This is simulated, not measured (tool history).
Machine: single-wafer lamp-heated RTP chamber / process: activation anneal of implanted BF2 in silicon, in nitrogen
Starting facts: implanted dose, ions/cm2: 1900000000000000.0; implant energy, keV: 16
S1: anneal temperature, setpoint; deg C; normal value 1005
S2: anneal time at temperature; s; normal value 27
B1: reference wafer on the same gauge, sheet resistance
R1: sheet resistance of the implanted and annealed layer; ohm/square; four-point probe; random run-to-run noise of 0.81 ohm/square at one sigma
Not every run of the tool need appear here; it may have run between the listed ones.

Run 1, hour 0.0: usual settings but S1 993 deg C; B1 174.12. Result: R1 187.26 ohm/square.
Run 2, hour 32.0: usual settings but S1 993 deg C; B1 174.15. Result: R1 187.13 ohm/square.
Run 3, hour 59.6: usual settings but S1 993 deg C; B1 174.27. Result: R1 187.09 ohm/square.
Run 4, hour 90.4: usual settings but S1 1023 deg C, S2 23 s; B1 174.86. Result: R1 148.26 ohm/square.
Run 5, hour 107.9: usual settings; B1 174.88. Result: R1 167.31 ohm/square.
Run 6, hour 139.5: usual settings; B1 174.77. Result: R1 166.04 ohm/square.
Run 7, hour 170.7: usual settings; B1 175.19. Result: R1 168.47 ohm/square.
Run 8, hour 205.5: usual settings; B1 175.66. Result: R1 168.00 ohm/square.
Run 9, hour 233.7: usual settings; B1 176.03. Result: R1 166.86 ohm/square.
Run 10, hour 249.1: usual settings but S1 1027 deg C, S2 18 s; B1 176.04. Result: R1 152.95 ohm/square.
At hour 267.1: reflector plate cleaned.
Run 11, hour 283.8: usual settings but S1 1015 deg C, S2 38 s; B1 176.38. Result: R1 139.39 ohm/square.
At hour 297.7: gauge calibrated.
Run 12, hour 299.7: usual settings but S1 997 deg C, S2 21 s; B1 173.19. Result: R1 188.05 ohm/square.
Run 13, hour 313.8: usual settings but S1 989 deg C, S2 21 s; B1 172.78. Result: R1 201.93 ohm/square.
At hour 325.5: pyrometer window cleaned and pyrometer calibrated.
Run 14, hour 341.3: usual settings; B1 173.12. Result: R1 166.09 ohm/square.
Run 15, hour 354.1: usual settings; B1 173.07. Result: R1 165.24 ohm/square.
Run 16, hour 385.1: usual settings but S1 1023 deg C, S2 16 s; B1 173.25. Result: R1 156.88 ohm/square.
Run 17, hour 402.7: usual settings but S2 17 s; B1 173.13. Result: R1 183.09 ohm/square.
Run 18, hour 424.5: usual settings but S1 985 deg C, S2 12 s; B1 173.45. Result: R1 228.91 ohm/square.
Run 19, hour 441.4: usual settings but S1 979 deg C, S2 21 s; B1 173.33. Result: R1 223.08 ohm/square.

Had the tool no unlogged condition, and each run kept its random variation, what would the results have been?
Hidden state present: true wafer temperature minus pyrometer reading, K; wafer temperature error from the tarnished reflector plate, K; gauge reads high (%).
run      R1
  1  186.13
  2  185.83
  3  185.62
  4  146.92
  5  165.68
  6  164.18
  7  166.31
  8  165.53
  9  164.13
 10  150.29
 11  136.64
 12  187.93
 13  201.79
 14  165.96
 15  165.09
 16  156.68
 17  182.81
 18  228.46
 19  222.56

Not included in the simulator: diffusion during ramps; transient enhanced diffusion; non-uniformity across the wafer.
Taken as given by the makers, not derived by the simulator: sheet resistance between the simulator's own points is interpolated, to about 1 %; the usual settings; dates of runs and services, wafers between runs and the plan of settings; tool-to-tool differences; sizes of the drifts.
